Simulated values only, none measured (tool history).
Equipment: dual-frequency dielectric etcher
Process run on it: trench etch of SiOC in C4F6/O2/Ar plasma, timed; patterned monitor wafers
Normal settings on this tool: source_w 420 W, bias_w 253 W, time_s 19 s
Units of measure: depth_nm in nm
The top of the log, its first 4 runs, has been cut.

| run | hour | source_w | bias_w | time_s | read-back reference wafer on the same gauge, depth_nm | depth_nm |
|---|---|---|---|---|---|---|
| 5 | 38.8 | 420 | 253 | 19 | 41.93 | 43.67 |
| 6 | 49.6 | 420 | 253 | 19 | 41.92 | 43.5 |
| 7 | 65 | 420 | 253 | 15.5 | 41.91 | 35.56 |
| 8 | 72.3 | 370 | 225 | 19 | 41.9 | 39.86 |
| 9 | 78.9 | 420 | 253 | 19 | 41.9 | 43.59 |
| 10 | 93.7 | 420 | 205 | 21.5 | 41.9 | 46.08 |
|  | 127.2 | wet clean of the chamber |
|  | 142.8 | upper electrode replaced |
| 11 | 143.3 | 390 | 286 | 19 | 41.9 | 44.04 |
| 12 | 143.7 | 420 | 253 | 19 | 41.89 | 43.43 |
| 13 | 144 | 420 | 253 | 19 | 41.9 | 43.52 |
| 14 | 144.3 | 380 | 237 | 19 | 41.9 | 41.01 |
| 15 | 154.2 | 520 | 309 | 19 | 41.91 | 50.23 |

Expected results for the next run?
|  | 161.7 | source power generator calibrated |
| 16 | 166 | 460 | 279 | 21.5 | ? | ? |

Run 16 came out at read-back reference wafer on the same gauge, depth_nm 41.91, depth_nm 52.7 nm.
Minus the tool's unlogged condition, the same run would have read depth_nm 52.7 nm.

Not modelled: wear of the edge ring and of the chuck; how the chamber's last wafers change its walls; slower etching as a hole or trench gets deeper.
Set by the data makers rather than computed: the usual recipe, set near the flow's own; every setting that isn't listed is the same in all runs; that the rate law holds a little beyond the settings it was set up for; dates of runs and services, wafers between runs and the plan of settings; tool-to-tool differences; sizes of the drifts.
